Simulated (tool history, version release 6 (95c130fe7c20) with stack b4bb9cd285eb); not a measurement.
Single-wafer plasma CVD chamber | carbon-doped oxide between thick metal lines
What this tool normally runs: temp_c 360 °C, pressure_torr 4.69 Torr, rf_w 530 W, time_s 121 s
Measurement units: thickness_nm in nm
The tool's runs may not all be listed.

run   hour  temp_c  pressure_torr  rf_w  time_s  read-back reference wafer on the same gauge, thickness_nm  thickness_nm
  1      0     360           4.96   530     121                                                    647.787       637.499
  2   16.4     360           4.69   530     121                                                    647.784       629.598
  3     69     360           4.69   530     121                                                    648.006       631.171
  4   85.8     360           4.69   530     121                                                    647.908       629.607
     105.6  -- thermocouple changed; heater temperature recalibrated
  5  106.1     360           4.69   530     121                                                    647.493       624.251
  6  106.4     360           4.69   560     121                                                    647.938       651.834
     120.8  -- capacitance manometer re-zeroed and calibrated
  7  122.6     360           4.69   560     121                                                    647.887       664.027
  8  135.4     360           4.69   560     121                                                    647.776       664.738
  9  150.3     348           5.62   530     121                                                      648.2       673.144
     163.1  -- gauge calibrated
 10  166.8     360           4.28   530     139                                                    647.698       721.329
 11  183.3     366           4.69   605     121                                                    647.594       698.429
     197.2  -- showerhead replaced
 12  200.4     348           4.69   530     121                                                    647.759       652.922
 13  217.4     360           4.69   530     121                                                    647.912       637.359
 14  229.2     353           4.69   460     121                                                    648.221       570.479
 15  245.2     374           5.09   450     121                                                    647.824       538.158
 16  257.9     345           4.69   530     139                                                    647.999       760.068
     278.2  -- RF generator calibrated
 17  278.7     360           4.69   530     121                                                    647.753       636.595
 18  292.6     371           4.69   495     104                                                    648.245       504.999
 19  303.3     360           4.69   530     121                                                    648.454       637.677
 20  311.8     372           4.39   620     131                                                    648.186       752.242
 21  325.7     360           5.58   495     121                                                    648.201       617.882
 22  332.2     350           4.69   495      99                                                     647.73       503.738
 23  355.8     374           5.49   530     104                                                    648.114       547.404
 24  373.7     360              4   530     121                                                    648.155       623.972
 25  386.6     360           5.41   480     121                                                    647.749        598.81
 26  403.6     368           5.54   530     121                                                    647.926        643.66
 27  418.4     360           4.69   530     121                                                    647.904       638.608
 28  428.2     360           4.69   530     142                                                    648.046        750.44
 29  435.1     360           4.69   530     121                                                    648.276       639.644

3 ways to go on from here, each from the tool as it stands after run 29. What would each give?
  A  435.5     365           4.69   530     121                                                          ?             ?
  B  435.5     360           3.96   495     105                                                          ?             ?
  C  435.5     360           4.03   485     121                                                          ?             ?

run  read-back reference wafer on the same gauge, thickness_nm  thickness_nm
  A                                                     647.98       632.789
  B                                                     647.98       510.018
  C                                                     647.98       578.508
With no hidden state in the tool, these same runs would have given:
run  thickness_nm
  A       626.924
  B       504.913
  C       572.717
